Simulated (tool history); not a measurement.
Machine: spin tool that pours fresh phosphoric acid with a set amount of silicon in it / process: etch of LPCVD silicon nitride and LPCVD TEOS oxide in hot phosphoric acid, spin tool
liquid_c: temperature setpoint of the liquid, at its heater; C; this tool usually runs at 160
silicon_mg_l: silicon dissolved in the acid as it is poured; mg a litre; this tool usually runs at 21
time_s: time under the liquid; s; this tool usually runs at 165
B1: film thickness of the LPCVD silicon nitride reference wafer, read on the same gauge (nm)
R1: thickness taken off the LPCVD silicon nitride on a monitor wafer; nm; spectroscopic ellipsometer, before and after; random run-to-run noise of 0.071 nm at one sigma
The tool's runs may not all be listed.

run 1 day=0 | liquid_c=160 silicon_mg_l=21 time_s=165 | B1=119.97 | R1=14.71
run 2 day=1.412 | liquid_c=160 silicon_mg_l=21 time_s=165 | B1=119.98 | R1=14.75
run 3 day=3.929 | liquid_c=160 silicon_mg_l=21 time_s=165 | B1=119.97 | R1=14.68
run 4 day=5.1 | liquid_c=160 silicon_mg_l=21 time_s=165 | B1=119.97 | R1=14.6
-- day=5.225 dissolved silicon flow meter replaced
run 5 day=5.921 | liquid_c=160 silicon_mg_l=21 time_s=165 | B1=119.99 | R1=14.64
run 6 day=7.079 | liquid_c=160 silicon_mg_l=21 time_s=165 | B1=119.96 | R1=14.67
run 7 day=7.833 | liquid_c=160 silicon_mg_l=13 time_s=200 | B1=120.01 | R1=17.76
run 8 day=9.133 | liquid_c=163 silicon_mg_l=36 time_s=165 | B1=120.02 | R1=16.09
run 9 day=9.679 | liquid_c=162.5 silicon_mg_l=21 time_s=165 | B1=120.02 | R1=15.77
run 10 day=10.754 | liquid_c=161 silicon_mg_l=12.5 time_s=240 | B1=120.01 | R1=22.04
run 11 day=12.038 | liquid_c=160 silicon_mg_l=5.5 time_s=165 | B1=119.96 | R1=14.5
run 12 day=13.079 | liquid_c=157 silicon_mg_l=6 time_s=125 | B1=120.02 | R1=9.96
run 13 day=13.812 | liquid_c=160 silicon_mg_l=8 time_s=165 | B1=119.93 | R1=14.63
run 14 day=14.638 | liquid_c=160 silicon_mg_l=21 time_s=115 | B1=120.03 | R1=10.13
run 15 day=15.242 | liquid_c=160 silicon_mg_l=7.5 time_s=190 | B1=120 | R1=16.67
-- day=15.346 heated supply line repaired
-- day=15.817 gauge calibrated
run 16 day=16.267 | liquid_c=160 silicon_mg_l=21 time_s=125 | B1=119.98 | R1=10.77
run 17 day=17.054 | liquid_c=160 silicon_mg_l=37.5 time_s=165 | B1=120.04 | R1=14.19
-- day=17.958 thermometer replaced
run 18 day=18.267 | liquid_c=160 silicon_mg_l=29.5 time_s=165 | B1=119.99 | R1=14.27
run 19 day=18.842 | liquid_c=160 silicon_mg_l=28 time_s=225 | B1=120 | R1=19.26
-- day=20.054 heated supply line repaired, repeated, since the last time left the tool worse
run 20 day=20.138 | liquid_c=157.5 silicon_mg_l=21 time_s=100 | B1=119.99 | R1=8.32
run 21 day=21.45 | liquid_c=162.5 silicon_mg_l=21 time_s=100 | B1=120.03 | R1=9.82
run 22 day=22.383 | liquid_c=160 silicon_mg_l=21 time_s=165 | B1=120 | R1=14.88
run 23 day=25.538 | liquid_c=160 silicon_mg_l=21 time_s=165 | B1=119.99 | R1=14.9

Consider 3 possible next runs. They are alternatives, not a sequence: every one starts from the tool as it was left by run 23. What does each give?
run A day=25.558 | liquid_c=161.5 silicon_mg_l=21 time_s=165 | B1=? | R1=?
run B day=25.558 | liquid_c=160 silicon_mg_l=30 time_s=165 | B1=? | R1=?
run C day=25.558 | liquid_c=158.5 silicon_mg_l=32 time_s=90 | B1=? | R1=?

run=A B1=120.01 R1=15.62
run=B B1=120.01 R1=14.86
run=C B1=120.01 R1=7.7
Stripped of hidden state, with their random variation kept, the same runs would have yielded:
run=A R1=15.78
run=B R1=15.01
run=C R1=7.78

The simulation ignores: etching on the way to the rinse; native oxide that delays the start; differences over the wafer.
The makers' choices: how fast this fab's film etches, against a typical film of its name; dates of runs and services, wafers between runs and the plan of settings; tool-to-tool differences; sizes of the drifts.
